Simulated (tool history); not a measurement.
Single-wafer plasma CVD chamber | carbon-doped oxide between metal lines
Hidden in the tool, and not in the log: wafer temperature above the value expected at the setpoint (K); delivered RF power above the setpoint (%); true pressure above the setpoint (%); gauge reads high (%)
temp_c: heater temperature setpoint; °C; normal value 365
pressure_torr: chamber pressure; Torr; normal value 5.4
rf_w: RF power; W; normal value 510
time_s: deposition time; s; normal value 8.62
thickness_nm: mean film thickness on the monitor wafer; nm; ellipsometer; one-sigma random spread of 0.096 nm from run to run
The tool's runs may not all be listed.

run    hour  temp_c  pressure_torr  rf_w  time_s  wafers since the last listed run  hours since the last thermocouple change  hours since the last RF generator calibration  hours since the last manometer calibration  hours since the showerhead was replaced  hours since the gauge calibration  read-back reference wafer on the same gauge, thickness_nm  thickness_nm
  1       0     365           4.76   510    8.62                                 0                                    1860.3                                         1374.2                                      1572.9                                   4595.6                              880.9                                                     48.993        39.884
  2    90.8     365            5.4   510    8.62                              3029                                    1951.1                                           1465                                      1663.7                                   4686.4                              971.7                                                     49.006        40.559
  3   161.9     365            5.4   510    8.62                              2371                                    2022.2                                         1536.1                                      1734.8                                   4757.5                             1042.8                                                     49.029         40.52
  4   192.5     365            5.4   510    8.62                              1020                                    2052.8                                         1566.7                                      1765.4                                   4788.1                             1073.4                                                     49.006        40.415
  5   226.6     365            5.4   560    8.62                              1137                                    2086.9                                         1600.8                                      1799.5                                   4822.2                             1107.5                                                     48.997        42.518
      321.9  -- RF generator calibrated
      357.5  -- showerhead replaced
      363.3  -- thermocouple changed; heater temperature recalibrated
      405.3  -- gauge calibrated
  6   434.3     365            5.4   510    8.62                              6201                                        71                                          112.4                                      2007.2                                     76.8                                 29                                                     49.001        41.186
  7   460.6     365            5.4   510    8.62                               877                                      97.3                                          138.7                                      2033.5                                    103.1                               55.3                                                     48.998        41.332
  8   522.8     365            5.4   510    8.62                              2074                                     159.5                                          200.9                                      2095.7                                    165.3                              117.5                                                     48.991        41.129
  9   578.8     365            5.4   510    8.62                              1868                                     215.5                                          256.9                                      2151.7                                    221.3                              173.5                                                     49.018        41.143
 10   608.2     365            5.4   510    7.85                               980                                     244.9                                          286.3                                      2181.1                                    250.7                              202.9                                                     49.019         37.65
      642.3  -- capacitance manometer re-zeroed and calibrated
 11   678.6     365            5.4   510    7.85                              2081                                     315.3                                          356.7                                        36.3                                    321.1                              273.3                                                     48.984        37.084
 12   708.8     365           4.68   510    8.62                              1007                                     345.5                                          386.9                                        66.5                                    351.3                              303.5                                                     49.003        39.935
 13     733     365            5.4   415    8.62                               807                                     369.7                                          411.1                                        90.7                                    375.5                              327.7                                                     49.005        35.936
 14   793.4     372            5.4   605    8.62                              2014                                     430.1                                          471.5                                       151.1                                    435.9                              388.1                                                     49.001        43.942
 15   824.9     365            5.4   510    9.54                              1050                                     461.6                                            503                                       182.6                                    467.4                              419.6                                                      49.01        44.998
 16   860.7     365           4.61   600    8.62                              1194                                     497.4                                          538.8                                       218.4                                    503.2                              455.4                                                     49.017        43.642
 17   901.8     365           4.91   445    8.62                              1371                                     538.5                                          579.9                                       259.5                                    544.3                              496.5                                                     48.989        37.307
 18     936     365            5.4   510    8.62                              1140                                     572.7                                          614.1                                       293.7                                    578.5                              530.7                                                     48.976        40.705
 19   962.5     365           5.95   510    8.62                               884                                     599.2                                          640.6                                       320.2                                      605                              557.2                                                     48.988        41.176
 20    1026     365            5.4   510    8.62                              2118                                     662.7                                          704.1                                       383.7                                    668.5                              620.7                                                     49.006        40.705
 21  1055.3     365           6.73   450    7.54                               977                                       692                                          733.4                                         413                                    697.8                                650                                                     48.992        33.939
 22    1123     365            5.4   555       8                              2258                                     759.7                                          801.1                                       480.7                                    765.5                              717.7                                                     49.002        39.384
 23  1169.2     365            5.4   510    9.06                              1541                                     805.9                                          847.3                                       526.9                                    811.7                              763.9                                                     48.993        42.596
 24  1219.8     358            5.4   560    8.62                              1688                                     856.5                                          897.9                                       577.5                                    862.3                              814.5                                                     49.002        43.516
 25  1286.9     365            5.4   555    9.34                              2238                                     923.6                                            965                                       644.6                                    929.4                              881.6                                                     48.998        45.987
 26    1330     365            5.4   510    7.85                              1437                                     966.7                                         1008.1                                       687.7                                    972.5                              924.7                                                     48.997        36.944
 27  1385.1     365           4.89   510    8.62                              1838                                    1021.8                                         1063.2                                       742.8                                   1027.6                              979.8                                                     49.013        40.128
 28  1423.3     356           6.06   415    9.45                              1274                                      1060                                         1101.4                                         781                                   1065.8                               1018                                                     48.984        40.653
 29  1494.8     365            5.4   510    8.62                              2385                                    1131.5                                         1172.9                                       852.5                                   1137.3                             1089.5                                                     49.016         40.52

Forecast each of these 3 alternatives for the next run:
  A  1495.2     365            5.4   510    8.62                                13                                    1131.9                                         1173.3                                       852.9                                   1137.7                             1089.9                                                          ?             ?
  B  1495.2     365            5.4   510    8.13                                13                                    1131.9                                         1173.3                                       852.9                                   1137.7                             1089.9                                                          ?             ?
  C  1495.2     365           4.16   510    8.62                                13                                    1131.9                                         1173.3                                       852.9                                   1137.7                             1089.9                                                          ?             ?

run  read-back reference wafer on the same gauge, thickness_nm  thickness_nm
  A                                                     49.001        40.598
  B                                                     49.001        38.323
  C                                                     49.001        39.261
Without the tool's hidden state the same runs would have given:
run  thickness_nm
  A        40.898
  B        38.606
  C        39.554
